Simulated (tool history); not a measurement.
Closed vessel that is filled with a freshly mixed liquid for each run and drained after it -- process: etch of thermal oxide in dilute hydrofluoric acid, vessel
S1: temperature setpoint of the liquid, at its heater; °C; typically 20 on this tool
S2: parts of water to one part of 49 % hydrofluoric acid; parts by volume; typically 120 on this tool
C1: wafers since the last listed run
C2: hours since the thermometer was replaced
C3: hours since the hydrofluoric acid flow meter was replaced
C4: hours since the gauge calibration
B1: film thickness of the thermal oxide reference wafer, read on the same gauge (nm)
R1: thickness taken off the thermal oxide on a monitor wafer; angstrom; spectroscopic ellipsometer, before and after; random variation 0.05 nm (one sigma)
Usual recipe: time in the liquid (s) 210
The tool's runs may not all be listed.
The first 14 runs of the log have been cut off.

Run 15, hour 175: usual settings; C1 1046; C2 2291.5; C3 77.5; C4 56.3; B1 29.98. Result: R1 84.4 angstrom.
Run 16, hour 191.6: usual settings but S2 160 parts by volume; C1 2019; C2 2308.1; C3 94.1; C4 72.9; B1 30.01. Result: R1 61.1 angstrom.
Run 17, hour 216.1: usual settings but S2 150 parts by volume; C1 2980; C2 2332.6; C3 118.6; C4 97.4; B1 30.02. Result: R1 65 angstrom.
At hour 228.6: thermometer replaced.
Run 18, hour 232.2: usual settings but S1 23 °C, S2 155 parts by volume, time in the liquid (s) 260; C1 1837; C2 3.6; C3 134.7; C4 113.5; B1 29.98. Result: R1 93.6 angstrom.
Run 19, hour 241.1: usual settings but S1 24 °C, S2 150 parts by volume, time in the liquid (s) 130; C1 1082; C2 12.5; C3 143.6; C4 122.4; B1 30. Result: R1 50.4 angstrom.
Run 20, hour 257: usual settings; C1 1934; C2 28.4; C3 159.5; C4 138.3; B1 30.03. Result: R1 90.5 angstrom.
Run 21, hour 274.7: usual settings but S1 22.5 °C; C1 2153; C2 46.1; C3 177.2; C4 156; B1 29.96. Result: R1 98.8 angstrom.
Run 22, hour 291.2: usual settings; C1 2007; C2 62.6; C3 193.7; C4 172.5; B1 30.01. Result: R1 90.2 angstrom.
Run 23, hour 300.7: usual settings but S1 24 °C, S2 85 parts by volume; C1 1155; C2 72.1; C3 203.2; C4 182; B1 30.01. Result: R1 158.1 angstrom.
Run 24, hour 309.1: usual settings but S1 23 °C; C1 1021; C2 80.5; C3 211.6; C4 190.4; B1 30.01. Result: R1 101.9 angstrom.
Run 25, hour 322.7: usual settings but time in the liquid (s) 245; C1 1654; C2 94.1; C3 225.2; C4 204; B1 30.02. Result: R1 106.1 angstrom.
Run 26, hour 350.3: usual settings but S2 175 parts by volume; C1 3357; C2 121.7; C3 252.8; C4 231.6; B1 29.98. Result: R1 57.6 angstrom.
At hour 361.3: thermometer replaced, repeated, since the last time left the tool worse.
Run 27, hour 363.6: usual settings but S1 22 °C, S2 105 parts by volume, time in the liquid (s) 240; C1 1496; C2 2.3; C3 266.1; C4 244.9; B1 30.01. Result: R1 115.1 angstrom.
Run 28, hour 371.6: usual settings but S2 135 parts by volume, time in the liquid (s) 300; C1 973; C2 10.3; C3 274.1; C4 252.9; B1 30.04. Result: R1 99.8 angstrom.
Run 29, hour 383.1: usual settings but S1 17 °C, time in the liquid (s) 295; C1 1399; C2 21.8; C3 285.6; C4 264.4; B1 29.99. Result: R1 99 angstrom.
Run 30, hour 389.6: usual settings but S1 24 °C; C1 790; C2 28.3; C3 292.1; C4 270.9; B1 30.02. Result: R1 92.8 angstrom.
Run 31, hour 399.3: usual settings; C1 1180; C2 38; C3 301.8; C4 280.6; B1 30. Result: R1 80 angstrom.
Run 32, hour 417.1: usual settings but S2 90 parts by volume; C1 2165; C2 55.8; C3 319.6; C4 298.4; B1 30.01. Result: R1 111.3 angstrom.
Run 33, hour 433.2: usual settings but S2 75 parts by volume, time in the liquid (s) 260; C1 1958; C2 71.9; C3 335.7; C4 314.5; B1 29.99. Result: R1 167.6 angstrom.
Run 34, hour 444: usual settings but S1 25 °C, S2 170 parts by volume, time in the liquid (s) 260; C1 1313; C2 82.7; C3 346.5; C4 325.3; B1 30.02. Result: R1 80.5 angstrom.

Alternative continuations, all from the tool just after run 34; predict every row:
Run A, hour 444.7: usual settings but S2 80 parts by volume; C1 85; C2 83.4; C3 347.2; C4 326; B1 ?. Result: R1 ?.
Run B, hour 444.7: usual settings but S1 22.5 °C, S2 70 parts by volume, time in the liquid (s) 140; C1 85; C2 83.4; C3 347.2; C4 326; B1 ?. Result: R1 ?.
Run C, hour 444.7: usual settings but time in the liquid (s) 255; C1 85; C2 83.4; C3 347.2; C4 326; B1 ?. Result: R1 ?.
Run D, hour 444.7: usual settings but S2 90 parts by volume, time in the liquid (s) 255; C1 85; C2 83.4; C3 347.2; C4 326; B1 ?. Result: R1 ?.

run     B1     R1
  A  30.01  125.9
  B  30.01  107.6
  C  30.01   97.4
  D  30.01  134.3
Take away the tool's hidden state, keep each run's random variation, and the runs would have read:
run     R1
  A  124.6
  B  106.5
  C   96.5
  D    133

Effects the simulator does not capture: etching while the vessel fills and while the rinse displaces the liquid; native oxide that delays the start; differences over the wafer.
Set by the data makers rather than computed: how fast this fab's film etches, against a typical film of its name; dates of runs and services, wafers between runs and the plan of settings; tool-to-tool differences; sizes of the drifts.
